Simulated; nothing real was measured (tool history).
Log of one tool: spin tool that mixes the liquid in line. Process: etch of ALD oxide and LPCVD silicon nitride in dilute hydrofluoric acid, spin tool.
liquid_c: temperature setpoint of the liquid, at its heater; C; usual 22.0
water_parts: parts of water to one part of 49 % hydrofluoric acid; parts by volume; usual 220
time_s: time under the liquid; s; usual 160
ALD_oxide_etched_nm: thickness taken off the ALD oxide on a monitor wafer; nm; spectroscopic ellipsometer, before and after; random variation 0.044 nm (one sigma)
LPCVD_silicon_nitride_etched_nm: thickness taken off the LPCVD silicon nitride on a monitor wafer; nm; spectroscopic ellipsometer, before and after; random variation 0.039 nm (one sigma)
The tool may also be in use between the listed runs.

run	day	liquid_c	water_parts	time_s	read-back film thickness of the ALD oxide reference wafer, read on the same gauge (nm)	read-back film thickness of the LPCVD silicon nitride reference wafer, read on the same gauge (nm)	ALD_oxide_etched_nm	LPCVD_silicon_nitride_etched_nm
1	0.000	25.5	220	160	130.01	80.010	7.96	0.388
2	2.458	25.5	220	160	129.98	80.005	7.99	0.411
3	6.425	22.0	220	160	129.96	79.996	6.95	0.359
4	10.404	22.0	220	160	130.01	80.018	7.00	0.365
5	13.075	22.0	220	160	130.04	79.991	7.00	0.346
6	14.767	22.0	220	160	130.01	79.991	7.10	0.362
7	22.112	22.0	160	160	129.98	79.998	10.54	0.581
8	24.654	22.0	220	160	130.00	80.012	7.12	0.338
9	28.008	17.5	130	160	129.98	79.980	10.77	0.433
10	31.217	23.5	220	240	130.03	80.010	11.10	0.558
11	34.704	22.0	220	160	130.00	80.022	7.03	0.331
12	38.788	22.0	115	215	130.02	79.975	20.40	0.652
13	41.762	22.0	175	235	130.00	80.029	13.52	0.562
14	43.338	20.0	170	210	130.00	79.991	11.56	0.503
15	44.950	22.0	325	160	129.95	80.034	4.25	0.243
16	47.425	19.0	300	160	130.01	79.980	4.33	0.182
17	49.229	19.5	265	100	129.99	79.973	3.22	0.131
18	53.704	22.0	220	200	129.99	79.987	8.81	0.442
19	57.408	18.0	220	220	129.98	80.006	8.19	0.357
20	60.108	24.0	115	185	130.02	80.011	18.67	0.987
21	62.954	24.0	220	160	130.02	79.998	7.59	0.272
22	64.683	19.0	260	215	130.00	80.014	6.86	0.301
23	66.892	22.0	320	160	130.00	79.981	4.35	0.189
24	70.583	22.0	220	70	129.99	80.018	3.06	0.126
25	80.875	22.0	220	160	130.00	80.000	6.98	0.333
26	85.138	22.0	220	160	129.97	79.996	7.05	0.280
27	87.762	22.0	220	110	130.00	79.988	4.89	0.243

Taken out of this log: 7 entries between the listed runs. Where each belongs, and how the hidden state differs across it:
Between runs 2 and 3: hydrofluoric acid flow meter replaced (day 6.254)
  liquid hotter than its thermometer reads (K): 0.296 -> 0.389
  measured less the result without the state, ALD_oxide_etched_nm: +0.09 -> +0.10 nm
Between runs 8 and 9: thermometer replaced (day 25.942)
  liquid hotter than its thermometer reads (K): 0.818 -> 0.0978
  measured less the result without the state, ALD_oxide_etched_nm: +0.22 -> +0.05 nm
Between runs 9 and 10: hydrofluoric acid flow meter replaced (day 28.550)
  liquid hotter than its thermometer reads (K): 0.0978 -> 0.173
  measured less the result without the state, ALD_oxide_etched_nm: +0.05 -> +0.07 nm
Between runs 17 and 18: gauge calibrated (day 51.933)
  liquid hotter than its thermometer reads (K): 0.597 -> 0.702
  measured less the result without the state, ALD_oxide_etched_nm: +0.07 -> +0.22 nm
Between runs 18 and 19: hydrofluoric acid flow meter replaced (day 54.358); thermometer replaced (day 56.588)
  liquid hotter than its thermometer reads (K): 0.702 -> 0.118
  measured less the result without the state, ALD_oxide_etched_nm: +0.22 -> +0.03 nm
Between runs 24 and 25: hydrofluoric acid flow meter replaced (day 78.904)
  liquid hotter than its thermometer reads (K): 0.428 -> 0.67
  measured less the result without the state, ALD_oxide_etched_nm: +0.05 -> +0.17 nm
